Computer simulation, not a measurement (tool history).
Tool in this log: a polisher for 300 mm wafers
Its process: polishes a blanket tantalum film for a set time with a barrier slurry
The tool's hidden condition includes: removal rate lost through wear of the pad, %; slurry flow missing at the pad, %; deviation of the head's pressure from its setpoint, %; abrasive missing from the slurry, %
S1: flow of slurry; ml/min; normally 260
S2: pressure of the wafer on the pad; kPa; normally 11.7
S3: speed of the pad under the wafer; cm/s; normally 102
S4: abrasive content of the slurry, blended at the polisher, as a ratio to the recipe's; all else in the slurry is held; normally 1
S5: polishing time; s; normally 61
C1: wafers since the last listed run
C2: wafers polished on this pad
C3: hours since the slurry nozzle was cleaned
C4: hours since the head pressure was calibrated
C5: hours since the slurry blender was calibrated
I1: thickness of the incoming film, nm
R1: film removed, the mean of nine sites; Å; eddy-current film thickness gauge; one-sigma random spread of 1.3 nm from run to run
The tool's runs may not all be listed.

run,hour,S1,S2,S3,S4,S5,C1,C2,C3,C4,C5,I1,R1
1,0,260,13.8,102,1,61,0,2359,186.8,792.8,217.6,253.5,979
2,53.1,260,13.8,102,1,61,604,2963,239.9,845.9,270.7,248.8,963
3,114.4,260,13.8,102,1,61,697,3660,301.2,907.2,332,251.1,974
4,187.5,260,9.7,122,1,61,831,4492,374.3,980.3,405.1,249.5,810
# hour 211.1: slurry nozzle cleaned
5,236.5,260,9.7,122,1,61,546,5038,25.4,1029.3,454.1,254.8,799
# hour 271.9: slurry blender recalibrated
# hour 284.5: worn pad replaced by a new one
6,394,260,11.7,102,1.2,61,1723,1245,182.9,1186.8,122.1,249.9,897
# hour 406.3: head pressure recalibrated
7,498.2,260,11.7,102,1,61,1162,2408,287.1,91.9,226.3,247.9,845
8,591.3,260,11.7,102,1,61,1059,3467,380.2,185,319.4,250.8,811
# hour 657: slurry blender recalibrated
9,694.2,260,11.7,102,1,61,1147,4615,483.1,287.9,37.2,248,890
# hour 712.4: slurry nozzle cleaned
10,740.2,260,11.7,102,1,61,511,5127,27.8,333.9,83.2,245.3,858
# hour 790: worn pad replaced by a new one
11,814.1,260,11.7,102,1,61,795,273,101.7,407.8,157.1,247.3,850
12,868.5,260,11.7,102,1,61,618,892,156.1,462.2,211.5,245.8,842
13,921.6,260,11.7,102,1,61,604,1496,209.2,515.3,264.6,254.4,826
14,1021.9,260,11.7,102,1,70,1141,2638,309.5,615.6,364.9,250.7,951
# hour 1090.8: slurry blender recalibrated
# hour 1099.8: slurry nozzle cleaned
# hour 1262.2: worn pad replaced by a new one
15,1306.2,260,11.7,102,0.9,61,3155,500,206.4,899.9,215.4,252.3,802
16,1353.7,260,11.7,102,1.1,61,540,1041,253.9,947.4,262.9,246.3,858
17,1450.4,260,11.7,102,1.2,52,1100,2141,350.6,1044.1,359.6,253.2,721
# hour 1507.4: slurry nozzle cleaned
18,1510,260,11.7,102,1,61,666,2808,2.6,1103.7,419.2,248.8,804
# hour 1517: slurry blender recalibrated
19,1556,260,15.2,102,1,61,500,3308,48.6,1149.7,39,249.6,1142
# hour 1589.4: head pressure recalibrated
20,1635,260,11.7,102,0.85,61,876,4185,127.6,45.6,118,249.1,834
# hour 1643.3: worn pad replaced by a new one
21,1698.5,260,11.7,102,1,61,676,628,191.1,109.1,181.5,247.2,834
22,1778.2,340,11.7,102,0.85,69,906,1535,270.8,188.8,261.2,249,919
23,1820.5,260,11.7,102,1,43,481,2016,313.1,231.1,303.5,251,569
24,1872.7,310,11.7,102,1.1,61,593,2610,365.3,283.3,355.7,249,847
# hour 1889.6: slurry nozzle cleaned
25,1969.7,260,14.5,102,1,61,1092,3702,80.1,380.3,452.7,251.8,1015
# hour 1990.1: slurry blender recalibrated
26,2086.5,260,9.7,122,1,61,1306,5008,196.9,497.1,96.4,248.9,832
# hour 2125.8: worn pad replaced by a new one
27,2154.1,260,11.7,102,1,61,723,321,264.5,564.7,164,248.8,870
28,2215.8,345,11.7,102,1.2,61,701,1023,326.2,626.4,225.7,247.5,903

Hidden condition of the tool, last listed run before each entry between runs versus first listed run after:
In the gap between runs 4 and 5: slurry nozzle cleaned (hour 211.1)
  abrasive missing from the slurry, %: 35.6 -> 36.3
  what was measured, less what the result would be without the hidden state, R1: -96 -> -97 Å
In the gap between runs 5 and 6: slurry blender recalibrated (hour 271.9); worn pad replaced by a new one (hour 284.5)
  abrasive missing from the slurry, %: 36.3 -> 23.3
  what was measured, less what the result would be without the hidden state, R1: -97 -> -54 Å
In the gap between runs 6 and 7: head pressure recalibrated (hour 406.3)
  abrasive missing from the slurry, %: 23.3 -> 31.4
  what was measured, less what the result would be without the hidden state, R1: -54 -> -83 Å
In the gap between runs 8 and 9: slurry blender recalibrated (hour 657)
  abrasive missing from the slurry, %: 35.1 -> 9.54
  what was measured, less what the result would be without the hidden state, R1: -94 -> -21 Å
In the gap between runs 9 and 10: slurry nozzle cleaned (hour 712.4)
  abrasive missing from the slurry, %: 9.54 -> 17.2
  what was measured, less what the result would be without the hidden state, R1: -21 -> -40 Å
In the gap between runs 10 and 11: worn pad replaced by a new one (hour 790)
  abrasive missing from the slurry, %: 17.2 -> 25.5
  what was measured, less what the result would be without the hidden state, R1: -40 -> -64 Å
In the gap between runs 14 and 15: slurry blender recalibrated (hour 1090.8); slurry nozzle cleaned (hour 1099.8); worn pad replaced by a new one (hour 1262.2)
  abrasive missing from the slurry, %: 35.1 -> 29.9
  what was measured, less what the result would be without the hidden state, R1: -109 -> -79 Å
In the gap between runs 17 and 18: slurry nozzle cleaned (hour 1507.4)
  abrasive missing from the slurry, %: 35.2 -> 36.3
  what was measured, less what the result would be without the hidden state, R1: -74 -> -97 Å
In the gap between runs 18 and 19: slurry blender recalibrated (hour 1517)
  abrasive missing from the slurry, %: 36.3 -> 9.35
  what was measured, less what the result would be without the hidden state, R1: -97 -> -27 Å
In the gap between runs 19 and 20: head pressure recalibrated (hour 1589.4)
  abrasive missing from the slurry, %: 9.35 -> 21.1
  what was measured, less what the result would be without the hidden state, R1: -27 -> -55 Å
In the gap between runs 20 and 21: worn pad replaced by a new one (hour 1643.3)
  abrasive missing from the slurry, %: 21.1 -> 26.9
  what was measured, less what the result would be without the hidden state, R1: -55 -> -67 Å
In the gap between runs 24 and 25: slurry nozzle cleaned (hour 1889.6)
  abrasive missing from the slurry, %: 34.3 -> 35.9
  what was measured, less what the result would be without the hidden state, R1: -89 -> -121 Å
In the gap between runs 25 and 26: slurry blender recalibrated (hour 1990.1)
  abrasive missing from the slurry, %: 35.9 -> 18.8
  what was measured, less what the result would be without the hidden state, R1: -121 -> -44 Å
In the gap between runs 26 and 27: worn pad replaced by a new one (hour 2125.8)
  abrasive missing from the slurry, %: 18.8 -> 25.9
  what was measured, less what the result would be without the hidden state, R1: -44 -> -67 Å
